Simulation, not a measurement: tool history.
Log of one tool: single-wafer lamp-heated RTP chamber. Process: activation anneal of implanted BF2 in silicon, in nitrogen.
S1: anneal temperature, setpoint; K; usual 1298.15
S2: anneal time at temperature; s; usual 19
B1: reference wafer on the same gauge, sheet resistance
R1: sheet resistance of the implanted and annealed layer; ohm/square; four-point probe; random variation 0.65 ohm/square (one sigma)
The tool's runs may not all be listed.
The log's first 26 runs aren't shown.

run 27 hour=309.5 | S1=1298.15 S2=11 | B1=408.95 | R1=433.87
run 28 hour=319.3 | S1=1298.15 S2=16 | B1=409.03 | R1=430.59
run 29 hour=326.0 | S1=1316.15 S2=19 | B1=408.99 | R1=423.75
run 30 hour=335.1 | S1=1275.15 S2=9 | B1=409.04 | R1=437.66
run 31 hour=345.8 | S1=1280.15 S2=16 | B1=409.11 | R1=434.12
run 32 hour=358.9 | S1=1287.15 S2=22 | B1=409.09 | R1=427.91
run 33 hour=373.3 | S1=1314.15 S2=13 | B1=409.03 | R1=427.79
run 34 hour=418.6 | S1=1287.15 S2=30 | B1=409.01 | R1=424.35
run 35 hour=426.3 | S1=1298.15 S2=19 | B1=408.95 | R1=427.88
run 36 hour=439.6 | S1=1308.15 S2=24 | B1=409.06 | R1=421.43

Forecast each of these 5 alternatives for the next run:
run A hour=440.0 | S1=1286.15 S2=19 | B1=? | R1=?
run B hour=440.0 | S1=1308.15 S2=12 | B1=? | R1=?
run C hour=440.0 | S1=1277.15 S2=22 | B1=? | R1=?
run D hour=440.0 | S1=1298.15 S2=29 | B1=? | R1=?
run E hour=440.0 | S1=1289.15 S2=15 | B1=? | R1=?

run=A B1=409.08 R1=428.92
run=B B1=409.08 R1=429.48
run=C B1=409.08 R1=429.01
run=D B1=409.08 R1=420.76
run=E B1=409.08 R1=430.78
Without the tool's hidden state the same runs would have given:
run=A R1=431.27
run=B R1=432.03
run=C R1=431.65
run=D R1=424.39
run=E R1=432.89
